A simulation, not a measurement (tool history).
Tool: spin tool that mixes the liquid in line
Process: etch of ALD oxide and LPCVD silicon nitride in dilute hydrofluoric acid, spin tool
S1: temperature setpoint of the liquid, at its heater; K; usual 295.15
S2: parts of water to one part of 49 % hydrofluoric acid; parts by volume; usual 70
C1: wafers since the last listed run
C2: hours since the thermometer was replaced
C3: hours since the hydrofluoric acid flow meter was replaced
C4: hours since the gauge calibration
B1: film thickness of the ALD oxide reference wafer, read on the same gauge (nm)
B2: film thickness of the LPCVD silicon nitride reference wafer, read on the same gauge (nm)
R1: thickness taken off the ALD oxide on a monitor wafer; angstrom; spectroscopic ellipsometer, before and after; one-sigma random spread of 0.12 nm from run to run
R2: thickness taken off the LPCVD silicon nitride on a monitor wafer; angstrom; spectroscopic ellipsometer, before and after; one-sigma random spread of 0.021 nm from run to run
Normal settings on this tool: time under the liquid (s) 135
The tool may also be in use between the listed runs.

run 1 hour=0.0 | S1=295.15 S2=70 time_under_the_liquid_(s)=135 | C1=0 C2=2999.5 C3=1.9 C4=400.1 | B1=60.00 B2=39.985 | R1=268.6 R2=10.36
run 2 hour=31.3 | S1=295.15 S2=70 time_under_the_liquid_(s)=135 | C1=221 C2=3030.8 C3=33.2 C4=431.4 | B1=60.01 B2=39.989 | R1=270.2 R2=10.32
run 3 hour=58.2 | S1=295.15 S2=70 time_under_the_liquid_(s)=135 | C1=190 C2=3057.7 C3=60.1 C4=458.3 | B1=60.01 B2=40.024 | R1=268.1 R2=10.66
run 4 hour=81.6 | S1=295.15 S2=70 time_under_the_liquid_(s)=135 | C1=165 C2=3081.1 C3=83.5 C4=481.7 | B1=59.98 B2=39.977 | R1=269.6 R2=10.42
run 5 hour=113.0 | S1=295.15 S2=70 time_under_the_liquid_(s)=90 | C1=222 C2=3112.5 C3=114.9 C4=513.1 | B1=59.99 B2=40.037 | R1=179.7 R2=7.12
run 6 hour=141.7 | S1=295.15 S2=55 time_under_the_liquid_(s)=135 | C1=203 C2=3141.2 C3=143.6 C4=541.8 | B1=60.00 B2=40.041 | R1=353.2 R2=13.82
run 7 hour=157.1 | S1=295.15 S2=70 time_under_the_liquid_(s)=135 | C1=109 C2=3156.6 C3=159.0 C4=557.2 | B1=59.98 B2=39.973 | R1=272.4 R2=10.83
-- hour=163.1 thermometer replaced
run 8 hour=181.2 | S1=298.65 S2=85 time_under_the_liquid_(s)=110 | C1=163 C2=18.1 C3=183.1 C4=581.3 | B1=60.01 B2=39.988 | R1=184.0 R2=7.53
run 9 hour=211.8 | S1=295.15 S2=85 time_under_the_liquid_(s)=135 | C1=216 C2=48.7 C3=213.7 C4=611.9 | B1=59.97 B2=39.998 | R1=197.0 R2=7.41
run 10 hour=227.7 | S1=295.15 S2=70 time_under_the_liquid_(s)=135 | C1=112 C2=64.6 C3=229.6 C4=627.8 | B1=60.01 B2=40.011 | R1=246.6 R2=9.24
run 11 hour=265.8 | S1=295.15 S2=50 time_under_the_liquid_(s)=195 | C1=269 C2=102.7 C3=267.7 C4=665.9 | B1=60.03 B2=39.944 | R1=511.8 R2=17.95
run 12 hour=295.5 | S1=295.15 S2=70 time_under_the_liquid_(s)=135 | C1=210 C2=132.4 C3=297.4 C4=695.6 | B1=59.98 B2=39.992 | R1=244.2 R2=8.87
run 13 hour=317.5 | S1=298.65 S2=70 time_under_the_liquid_(s)=135 | C1=155 C2=154.4 C3=319.4 C4=717.6 | B1=60.02 B2=40.035 | R1=284.9 R2=11.28
-- hour=322.2 gauge calibrated
run 14 hour=344.6 | S1=295.15 S2=95 time_under_the_liquid_(s)=210 | C1=191 C2=181.5 C3=346.5 C4=22.4 | B1=60.02 B2=39.942 | R1=273.5 R2=10.58
run 15 hour=374.4 | S1=291.15 S2=95 time_under_the_liquid_(s)=190 | C1=211 C2=211.3 C3=376.3 C4=52.2 | B1=59.96 B2=39.976 | R1=210.3 R2=7.28
run 16 hour=398.8 | S1=292.65 S2=90 time_under_the_liquid_(s)=100 | C1=172 C2=235.7 C3=400.7 C4=76.6 | B1=60.00 B2=39.961 | R1=125.1 R2=4.44
run 17 hour=423.0 | S1=299.65 S2=70 time_under_the_liquid_(s)=135 | C1=171 C2=259.9 C3=424.9 C4=100.8 | B1=60.00 B2=39.970 | R1=296.9 R2=12.47
run 18 hour=444.8 | S1=291.15 S2=70 time_under_the_liquid_(s)=135 | C1=154 C2=281.7 C3=446.7 C4=122.6 | B1=60.00 B2=39.987 | R1=209.9 R2=6.73
run 19 hour=468.7 | S1=291.15 S2=70 time_under_the_liquid_(s)=100 | C1=169 C2=305.6 C3=470.6 C4=146.5 | B1=59.97 B2=40.031 | R1=155.3 R2=5.07
run 20 hour=484.4 | S1=299.15 S2=105 time_under_the_liquid_(s)=175 | C1=111 C2=321.3 C3=486.3 C4=162.2 | B1=59.97 B2=40.026 | R1=241.5 R2=10.30
run 21 hour=518.4 | S1=297.15 S2=70 time_under_the_liquid_(s)=135 | C1=240 C2=355.3 C3=520.3 C4=196.2 | B1=60.05 B2=39.996 | R1=271.7 R2=10.94
run 22 hour=531.7 | S1=298.15 S2=70 time_under_the_liquid_(s)=160 | C1=94 C2=368.6 C3=533.6 C4=209.5 | B1=60.01 B2=40.016 | R1=331.5 R2=12.85
run 23 hour=563.9 | S1=295.15 S2=70 time_under_the_liquid_(s)=135 | C1=228 C2=400.8 C3=565.8 C4=241.7 | B1=59.97 B2=39.972 | R1=248.5 R2=9.51
run 24 hour=590.6 | S1=295.15 S2=70 time_under_the_liquid_(s)=105 | C1=189 C2=427.5 C3=592.5 C4=268.4 | B1=60.02 B2=39.999 | R1=194.7 R2=7.35
run 25 hour=620.9 | S1=297.15 S2=70 time_under_the_liquid_(s)=135 | C1=214 C2=457.8 C3=622.8 C4=298.7 | B1=60.02 B2=40.021 | R1=270.4 R2=10.19
run 26 hour=641.1 | S1=295.15 S2=70 time_under_the_liquid_(s)=135 | C1=143 C2=478.0 C3=643.0 C4=318.9 | B1=60.03 B2=39.969 | R1=251.6 R2=9.41
run 27 hour=671.8 | S1=295.15 S2=50 time_under_the_liquid_(s)=110 | C1=217 C2=508.7 C3=673.7 C4=349.6 | B1=60.01 B2=39.980 | R1=293.1 R2=10.38

Take each entry between the runs: how does the hidden state at the last listed run before it differ from the hidden state at the first listed run after it?
Run 7 -> run 8: thermometer replaced (hour 163.1)
  liquid hotter than its thermometer reads (K): 2.81 -> 0.114; hydrofluoric acid flow above the setpoint (%): 0.503 -> 0.558
  measured value less the no-hidden-state value, R1: +30.8 -> +1.9 angstrom; R2: +1.91 -> +0.10 angstrom
Run 13 -> run 14: gauge calibrated (hour 322.2)
  liquid hotter than its thermometer reads (K): 0.228 -> 0.251; hydrofluoric acid flow above the setpoint (%): 0.868 -> 0.93
  measured value less the no-hidden-state value, R1: +5.3 -> +5.5 angstrom; R2: +0.26 -> +0.27 angstrom
